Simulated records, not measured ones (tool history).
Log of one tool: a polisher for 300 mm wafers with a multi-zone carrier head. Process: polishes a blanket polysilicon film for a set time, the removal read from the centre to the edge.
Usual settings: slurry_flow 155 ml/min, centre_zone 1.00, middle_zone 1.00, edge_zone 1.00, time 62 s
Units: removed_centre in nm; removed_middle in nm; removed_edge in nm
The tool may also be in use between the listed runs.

run,hour,slurry_flow,centre_zone,middle_zone,edge_zone,time,"incoming thickness of the incoming film, nm",removed_centre,removed_middle,removed_edge
1,0.0,155,1.00,1.00,1.00,62,1216.6,330.3,348.5,333.2
2,7.8,170,1.00,0.90,1.00,62,1214.2,336.5,328.7,342.9
3,36.9,155,1.00,1.00,1.00,62,1224.8,335.1,346.9,329.2
4,46.5,155,1.00,1.00,1.00,62,1201.6,331.6,345.8,341.3
# hour 58.3: worn pad replaced by a new one
5,58.7,155,1.00,1.00,1.00,62,1213.6,332.2,343.2,332.3
6,72.7,155,1.00,1.07,1.00,62,1232.3,332.1,366.6,339.8
7,82.5,155,1.06,1.00,1.00,62,1211.5,352.0,345.8,332.5
8,92.0,155,1.00,1.00,1.11,62,1229.4,333.4,349.5,351.2
9,106.5,105,1.00,0.93,1.00,81,1231.1,383.7,388.4,421.7
# hour 124.7: edge zone pressure recalibrated
# hour 133.3: centre zone pressure recalibrated
10,138.7,155,1.00,1.00,1.00,62,1207.8,333.2,349.4,331.0
# hour 163.8: worn pad replaced by a new one
# hour 168.2: carrier head's membrane replaced by a new one
# hour 171.1: slurry nozzle cleaned
11,187.0,155,1.00,1.00,1.00,62,1217.3,335.4,344.7,333.0
12,198.5,155,1.00,1.00,1.00,62,1232.1,336.6,350.0,338.0
13,211.5,155,0.88,1.00,0.91,62,1213.3,299.9,343.9,325.5
14,228.6,155,1.00,1.00,1.07,76,1215.9,399.0,434.0,423.2

The tool's hidden state at each run:
removal rate lost through wear of the pad, %: 0 in every run
slurry flow missing at the pad, %: 0 in every run
deviation of the centre zone's pressure from its setpoint, %: 0 in every run
deviation of the edge zone's pressure from its setpoint, %: 0 in every run

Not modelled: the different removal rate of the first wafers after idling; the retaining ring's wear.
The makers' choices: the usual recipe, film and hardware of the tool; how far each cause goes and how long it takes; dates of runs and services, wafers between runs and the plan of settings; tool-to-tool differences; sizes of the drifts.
